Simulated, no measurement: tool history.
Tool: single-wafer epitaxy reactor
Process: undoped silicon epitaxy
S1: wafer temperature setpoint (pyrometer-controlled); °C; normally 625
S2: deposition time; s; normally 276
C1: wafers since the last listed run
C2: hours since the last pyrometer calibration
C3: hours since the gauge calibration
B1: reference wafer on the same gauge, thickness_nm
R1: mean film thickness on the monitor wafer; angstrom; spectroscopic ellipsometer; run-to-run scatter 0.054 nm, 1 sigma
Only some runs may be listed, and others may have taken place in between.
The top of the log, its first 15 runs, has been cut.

{"run": 16, "hour": 1059.6, "S1": 620, "S2": 243, "C1": 585, "C2": 2002.5, "C3": 3246.0, "B1": 29.188, "R1": 201.74}
{"hour": 1098.7, "done": "pyrometer calibrated"}
{"run": 17, "hour": 1103.9, "S1": 620, "S2": 243, "C1": 234, "C2": 5.2, "C3": 3290.3, "B1": 29.22, "R1": 198.81}
{"run": 18, "hour": 1148.3, "S1": 618, "S2": 276, "C1": 286, "C2": 49.6, "C3": 3334.7, "B1": 29.214, "R1": 215.66}
{"run": 19, "hour": 1207.3, "S1": 625, "S2": 240, "C1": 381, "C2": 108.6, "C3": 3393.7, "B1": 29.201, "R1": 225.11}
{"run": 20, "hour": 1470.9, "S1": 628, "S2": 239, "C1": 1702, "C2": 372.2, "C3": 3657.3, "B1": 29.229, "R1": 243.95}
{"hour": 1490.5, "done": "gauge calibrated"}
{"run": 21, "hour": 1573.6, "S1": 612, "S2": 253, "C1": 663, "C2": 474.9, "C3": 83.1, "B1": 29.219, "R1": 169.11}
{"run": 22, "hour": 1679.7, "S1": 631, "S2": 326, "C1": 685, "C2": 581.0, "C3": 189.2, "B1": 29.2, "R1": 361.71}
{"run": 23, "hour": 1754.8, "S1": 617, "S2": 301, "C1": 485, "C2": 656.1, "C3": 264.3, "B1": 29.185, "R1": 231.17}
{"run": 24, "hour": 1827.0, "S1": 625, "S2": 251, "C1": 466, "C2": 728.3, "C3": 336.5, "B1": 29.198, "R1": 237.72}
{"run": 25, "hour": 1900.6, "S1": 618, "S2": 326, "C1": 475, "C2": 801.9, "C3": 410.1, "B1": 29.212, "R1": 258.25}
{"run": 26, "hour": 1947.7, "S1": 625, "S2": 276, "C1": 304, "C2": 849.0, "C3": 457.2, "B1": 29.214, "R1": 263.17}
{"run": 27, "hour": 2006.9, "S1": 625, "S2": 276, "C1": 382, "C2": 908.2, "C3": 516.4, "B1": 29.186, "R1": 261.75}
{"run": 28, "hour": 2057.9, "S1": 625, "S2": 325, "C1": 329, "C2": 959.2, "C3": 567.4, "B1": 29.191, "R1": 309.73}
{"run": 29, "hour": 2143.5, "S1": 625, "S2": 276, "C1": 552, "C2": 1044.8, "C3": 653.0, "B1": 29.195, "R1": 263.39}

Run 30 has not been measured yet. What should we expect?
{"run": 30, "hour": 2192.0, "S1": 625, "S2": 276, "C1": 313, "C2": 1093.3, "C3": 701.5, "B1": "?", "R1": "?"}

Run 30 measured B1 29.172, R1 263.12 angstrom.
Were there no unlogged condition in the tool, this run, its random variation unchanged, would have produced R1 257.95 angstrom.
